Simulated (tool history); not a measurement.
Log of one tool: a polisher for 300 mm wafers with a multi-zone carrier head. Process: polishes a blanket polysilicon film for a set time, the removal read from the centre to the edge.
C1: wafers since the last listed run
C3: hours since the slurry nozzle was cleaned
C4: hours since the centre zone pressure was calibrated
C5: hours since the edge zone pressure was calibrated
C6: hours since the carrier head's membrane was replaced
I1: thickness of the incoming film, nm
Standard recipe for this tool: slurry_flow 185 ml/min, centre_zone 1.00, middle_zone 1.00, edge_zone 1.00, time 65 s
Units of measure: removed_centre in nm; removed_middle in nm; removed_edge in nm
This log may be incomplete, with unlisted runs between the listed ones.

run 1 day=0.000 | slurry_flow=185 centre_zone=1.00 middle_zone=0.92 edge_zone=1.00 time=65 | C1=0 wafers_polished_on_this_pad=303 C3=87.7 C4=501.0 C5=105.3 C6=856.5 | I1=1354.8 | removed_centre=496.1 removed_middle=462.0 removed_edge=506.8
run 2 day=1.496 | slurry_flow=185 centre_zone=1.00 middle_zone=1.00 edge_zone=1.00 time=65 | C1=191 wafers_polished_on_this_pad=494 C3=123.6 C4=536.9 C5=141.2 C6=892.4 | I1=1353.3 | removed_centre=493.7 removed_middle=484.8 removed_edge=502.2
run 3 day=2.067 | slurry_flow=185 centre_zone=1.04 middle_zone=1.00 edge_zone=1.10 time=65 | C1=72 wafers_polished_on_this_pad=567 C3=137.3 C4=550.6 C5=154.9 C6=906.1 | I1=1365.8 | removed_centre=515.2 removed_middle=489.6 removed_edge=522.1
run 4 day=2.321 | slurry_flow=155 centre_zone=1.00 middle_zone=0.95 edge_zone=1.00 time=65 | C1=32 wafers_polished_on_this_pad=599 C3=143.4 C4=556.7 C5=161.0 C6=912.2 | I1=1362.8 | removed_centre=491.6 removed_middle=467.7 removed_edge=488.8
-- day=2.800 worn pad replaced by a new one
run 5 day=2.842 | slurry_flow=185 centre_zone=1.00 middle_zone=0.90 edge_zone=1.11 time=65 | C1=45 wafers_polished_on_this_pad=5 C3=155.9 C4=569.2 C5=173.5 C6=924.7 | I1=1369.5 | removed_centre=489.4 removed_middle=443.5 removed_edge=536.0
-- day=3.492 carrier head's membrane replaced by a new one
run 6 day=3.512 | slurry_flow=185 centre_zone=1.00 middle_zone=1.05 edge_zone=0.90 time=51 | C1=59 wafers_polished_on_this_pad=64 C3=172.0 C4=585.3 C5=189.6 C6=0.5 | I1=1380.3 | removed_centre=382.7 removed_middle=400.2 removed_edge=379.6
run 7 day=3.879 | slurry_flow=185 centre_zone=1.00 middle_zone=1.00 edge_zone=1.00 time=65 | C1=46 wafers_polished_on_this_pad=111 C3=180.8 C4=594.1 C5=198.4 C6=9.3 | I1=1380.3 | removed_centre=500.8 removed_middle=490.9 removed_edge=505.4
run 8 day=4.229 | slurry_flow=185 centre_zone=0.94 middle_zone=1.00 edge_zone=1.04 time=65 | C1=44 wafers_polished_on_this_pad=156 C3=189.2 C4=602.5 C5=206.8 C6=17.7 | I1=1364.9 | removed_centre=469.0 removed_middle=496.8 removed_edge=514.0
run 9 day=4.517 | slurry_flow=150 centre_zone=1.03 middle_zone=1.00 edge_zone=1.00 time=82 | C1=36 wafers_polished_on_this_pad=192 C3=196.1 C4=609.4 C5=213.7 C6=24.6 | I1=1370.6 | removed_centre=627.5 removed_middle=604.5 removed_edge=625.8
run 10 day=4.792 | slurry_flow=185 centre_zone=0.91 middle_zone=0.94 edge_zone=1.00 time=65 | C1=35 wafers_polished_on_this_pad=228 C3=202.7 C4=616.0 C5=220.3 C6=31.2 | I1=1375.4 | removed_centre=451.9 removed_middle=464.7 removed_edge=505.3
run 11 day=5.379 | slurry_flow=185 centre_zone=1.00 middle_zone=1.00 edge_zone=1.00 time=65 | C1=75 wafers_polished_on_this_pad=303 C3=216.8 C4=630.1 C5=234.4 C6=45.3 | I1=1382.3 | removed_centre=499.2 removed_middle=484.6 removed_edge=510.2
-- day=5.529 centre zone pressure recalibrated
run 12 day=5.975 | slurry_flow=185 centre_zone=1.11 middle_zone=1.00 edge_zone=1.00 time=75 | C1=65 wafers_polished_on_this_pad=368 C3=231.1 C4=10.7 C5=248.7 C6=59.6 | I1=1367.9 | removed_centre=619.0 removed_middle=572.0 removed_edge=577.5
-- day=6.333 slurry nozzle cleaned
run 13 day=6.479 | slurry_flow=145 centre_zone=1.00 middle_zone=1.00 edge_zone=1.00 time=65 | C1=59 wafers_polished_on_this_pad=427 C3=3.5 C4=22.8 C5=260.8 C6=71.7 | I1=1370.3 | removed_centre=469.7 removed_middle=464.4 removed_edge=491.3
run 14 day=6.892 | slurry_flow=185 centre_zone=1.00 middle_zone=1.00 edge_zone=1.00 time=65 | C1=52 wafers_polished_on_this_pad=480 C3=13.4 C4=32.7 C5=270.7 C6=81.6 | I1=1346.2 | removed_centre=482.5 removed_middle=490.5 removed_edge=509.1
-- day=7.138 worn pad replaced by a new one
run 15 day=7.162 | slurry_flow=185 centre_zone=1.00 middle_zone=1.00 edge_zone=1.00 time=57 | C1=13 wafers_polished_on_this_pad=3 C3=19.9 C4=39.2 C5=277.2 C6=88.1 | I1=1364.9 | removed_centre=439.4 removed_middle=442.8 removed_edge=443.7
run 16 day=7.733 | slurry_flow=145 centre_zone=1.05 middle_zone=1.00 edge_zone=0.97 time=87 | C1=72 wafers_polished_on_this_pad=76 C3=33.6 C4=52.9 C5=290.9 C6=101.8 | I1=1344.7 | removed_centre=658.5 removed_middle=624.7 removed_edge=651.3
run 17 day=8.517 | slurry_flow=230 centre_zone=0.90 middle_zone=1.00 edge_zone=1.00 time=65 | C1=100 wafers_polished_on_this_pad=176 C3=52.4 C4=71.7 C5=309.7 C6=120.6 | I1=1354.8 | removed_centre=484.7 removed_middle=492.7 removed_edge=516.0
run 18 day=9.233 | slurry_flow=140 centre_zone=1.00 middle_zone=1.00 edge_zone=0.96 time=65 | C1=91 wafers_polished_on_this_pad=267 C3=69.6 C4=88.9 C5=326.9 C6=137.8 | I1=1371.4 | removed_centre=467.0 removed_middle=467.0 removed_edge=484.6
run 19 day=9.558 | slurry_flow=185 centre_zone=1.00 middle_zone=1.11 edge_zone=1.08 time=42 | C1=41 wafers_polished_on_this_pad=309 C3=77.4 C4=96.7 C5=334.7 C6=145.6 | I1=1352.4 | removed_centre=316.3 removed_middle=345.1 removed_edge=334.6
run 20 day=9.925 | slurry_flow=185 centre_zone=0.94 middle_zone=1.10 edge_zone=1.04 time=59 | C1=46 wafers_polished_on_this_pad=356 C3=86.2 C4=105.5 C5=343.5 C6=154.4 | I1=1378.3 | removed_centre=432.2 removed_middle=479.3 removed_edge=472.5
run 21 day=10.492 | slurry_flow=185 centre_zone=1.09 middle_zone=1.00 edge_zone=1.00 time=65 | C1=72 wafers_polished_on_this_pad=428 C3=99.8 C4=119.1 C5=357.1 C6=168.0 | I1=1363.7 | removed_centre=545.7 removed_middle=494.4 removed_edge=511.2
run 22 day=11.067 | slurry_flow=185 centre_zone=1.00 middle_zone=1.00 edge_zone=1.00 time=65 | C1=73 wafers_polished_on_this_pad=502 C3=113.6 C4=132.9 C5=370.9 C6=181.8 | I1=1385.0 | removed_centre=499.8 removed_middle=505.4 removed_edge=504.7

What if the next run were any one of these 4? Each begins from the tool's condition after run 22:
run A day=11.083 | slurry_flow=185 centre_zone=1.00 middle_zone=1.00 edge_zone=1.00 time=65 | C1=2 wafers_polished_on_this_pad=504 C3=114.0 C4=133.3 C5=371.3 C6=182.2 | I1=1387.8 | removed_centre=? removed_middle=? removed_edge=?
run B day=11.083 | slurry_flow=185 centre_zone=0.97 middle_zone=1.11 edge_zone=0.93 time=86 | C1=2 wafers_polished_on_this_pad=504 C3=114.0 C4=133.3 C5=371.3 C6=182.2 | I1=1387.8 | removed_centre=? removed_middle=? removed_edge=?
run C day=11.083 | slurry_flow=215 centre_zone=1.00 middle_zone=1.09 edge_zone=0.89 time=49 | C1=2 wafers_polished_on_this_pad=504 C3=114.0 C4=133.3 C5=371.3 C6=182.2 | I1=1387.8 | removed_centre=? removed_middle=? removed_edge=?
run D day=11.083 | slurry_flow=245 centre_zone=1.00 middle_zone=0.91 edge_zone=1.07 time=50 | C1=2 wafers_polished_on_this_pad=504 C3=114.0 C4=133.3 C5=371.3 C6=182.2 | I1=1387.8 | removed_centre=? removed_middle=? removed_edge=?

run=A removed_centre=482.1 removed_middle=493.4 removed_edge=512.0
run=B removed_centre=621.5 removed_middle=713.6 removed_edge=657.0
run=C removed_centre=371.9 removed_middle=408.4 removed_edge=373.6
run=D removed_centre=385.6 removed_middle=363.5 removed_edge=416.7
Stripped of hidden state, with their random variation kept, the same runs would have yielded:
run=A removed_centre=482.1 removed_middle=493.4 removed_edge=512.0
run=B removed_centre=621.5 removed_middle=713.6 removed_edge=657.0
run=C removed_centre=371.9 removed_middle=408.4 removed_edge=373.6
run=D removed_centre=385.6 removed_middle=363.5 removed_edge=416.7
